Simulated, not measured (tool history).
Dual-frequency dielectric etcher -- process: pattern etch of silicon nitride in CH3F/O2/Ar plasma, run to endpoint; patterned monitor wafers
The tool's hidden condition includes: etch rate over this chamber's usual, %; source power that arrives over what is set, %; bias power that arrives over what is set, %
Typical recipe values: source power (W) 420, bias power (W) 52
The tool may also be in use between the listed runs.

| run | hour | source power (W) | bias power (W) | wafers since the last listed run | hours since the last wet clean | hours since the last source power generator calibration | hours since the last bias power generator calibration | hours since the last upper electrode change | incoming incoming film thickness, nm | endpoint time (s) |
|---|---|---|---|---|---|---|---|---|---|---|
| 1 | 0.0 | 420 | 52 | 0 | 430.6 | 3067.8 | 2783.1 | 4073.7 | 54.6 | 106.4 |
| 2 | 91.1 | 420 | 52 | 885 | 521.7 | 3158.9 | 2874.2 | 4164.8 | 54.9 | 106.9 |
| 3 | 153.7 | 370 | 52 | 608 | 584.3 | 3221.5 | 2936.8 | 4227.4 | 54.6 | 115.1 |
|  | 200.5 | wet clean of the chamber |
| 4 | 205.1 | 370 | 52 | 266 | 4.6 | 3272.9 | 2988.2 | 4278.8 | 54.5 | 113.5 |
| 5 | 276.5 | 420 | 52 | 694 | 76.0 | 3344.3 | 3059.6 | 4350.2 | 54.9 | 105.8 |
| 6 | 335.1 | 420 | 52 | 569 | 134.6 | 3402.9 | 3118.2 | 4408.8 | 54.6 | 105.5 |
| 7 | 371.1 | 420 | 52 | 350 | 170.6 | 3438.9 | 3154.2 | 4444.8 | 54.0 | 104.5 |
| 8 | 465.2 | 420 | 52 | 915 | 264.7 | 3533.0 | 3248.3 | 4538.9 | 54.7 | 106.2 |
| 9 | 508.1 | 420 | 52 | 417 | 307.6 | 3575.9 | 3291.2 | 4581.8 | 54.6 | 107.2 |
| 10 | 614.9 | 420 | 52 | 1038 | 414.4 | 3682.7 | 3398.0 | 4688.6 | 54.6 | 106.4 |
| 11 | 654.1 | 420 | 52 | 381 | 453.6 | 3721.9 | 3437.2 | 4727.8 | 55.2 | 107.9 |
| 12 | 732.4 | 420 | 52 | 761 | 531.9 | 3800.2 | 3515.5 | 4806.1 | 54.3 | 106.3 |
|  | 858.8 | wet clean of the chamber |
| 13 | 859.3 | 420 | 52 | 1000 | 0.5 | 3927.1 | 3642.4 | 4933.0 | 54.6 | 102.9 |
| 14 | 939.9 | 420 | 56 | 783 | 81.1 | 4007.7 | 3723.0 | 5013.6 | 54.0 | 101.5 |
| 15 | 1006.0 | 320 | 58 | 642 | 147.2 | 4073.8 | 3789.1 | 5079.7 | 54.5 | 122.5 |
|  | 1062.3 | bias power generator calibrated |
| 16 | 1089.9 | 420 | 52 | 777 | 231.1 | 4157.7 | 27.6 | 5163.6 | 54.5 | 105.3 |
| 17 | 1126.6 | 390 | 52 | 356 | 267.8 | 4194.4 | 64.3 | 5200.3 | 54.4 | 110.0 |
|  | 1204.0 | upper electrode replaced |
| 18 | 1301.1 | 420 | 52 | 1463 | 442.3 | 4368.9 | 238.8 | 97.1 | 54.3 | 106.3 |
| 19 | 1370.3 | 320 | 58 | 672 | 511.5 | 4438.1 | 308.0 | 166.3 | 54.8 | 125.8 |
|  | 1437.9 | wet clean of the chamber |
| 20 | 1562.3 | 420 | 52 | 1633 | 124.4 | 4630.1 | 500.0 | 358.3 | 55.1 | 106.4 |
| 21 | 1663.4 | 370 | 46 | 983 | 225.5 | 4731.2 | 601.1 | 459.4 | 54.9 | 118.1 |
|  | 1674.0 | source power generator calibrated |
| 22 | 1757.6 | 390 | 39 | 877 | 319.7 | 83.6 | 695.3 | 553.6 | 54.0 | 117.3 |
| 23 | 1833.1 | 350 | 41 | 734 | 395.2 | 159.1 | 770.8 | 629.1 | 54.0 | 124.2 |
| 24 | 1887.9 | 460 | 60 | 532 | 450.0 | 213.9 | 825.6 | 683.9 | 54.4 | 97.0 |
| 25 | 1959.2 | 510 | 52 | 693 | 521.3 | 285.2 | 896.9 | 755.2 | 54.6 | 95.2 |
|  | 2047.5 | wet clean of the chamber |
| 26 | 2048.0 | 420 | 52 | 630 | 0.5 | 374.0 | 985.7 | 844.0 | 54.5 | 103.5 |
| 27 | 2119.1 | 420 | 44 | 691 | 71.6 | 445.1 | 1056.8 | 915.1 | 54.5 | 107.7 |
| 28 | 2210.3 | 490 | 62 | 886 | 162.8 | 536.3 | 1148.0 | 1006.3 | 54.5 | 90.1 |

Give the tool's hidden conditions for every run:
source power that arrives over what is set, %: 0 on each run
bias power that arrives over what is set, %: 0 on each run
H1: etch rate over this chamber's usual, %
| run | H1 |
|---|---|
| 1 | -1.88 |
| 2 | -2.26 |
| 3 | -2.52 |
| 4 | -0.489 |
| 5 | -0.785 |
| 6 | -1.03 |
| 7 | -1.18 |
| 8 | -1.57 |
| 9 | -1.75 |
| 10 | -2.19 |
| 11 | -2.35 |
| 12 | -2.68 |
| 13 | -0.118 |
| 14 | -0.452 |
| 15 | -0.726 |
| 16 | -1.07 |
| 17 | -1.23 |
| 18 | -1.95 |
| 19 | -2.24 |
| 20 | -0.437 |
| 21 | -0.856 |
| 22 | -1.25 |
| 23 | -1.56 |
| 24 | -1.79 |
| 25 | -2.08 |
| 26 | 0.363 |
| 27 | 0.0684 |
| 28 | -0.31 |
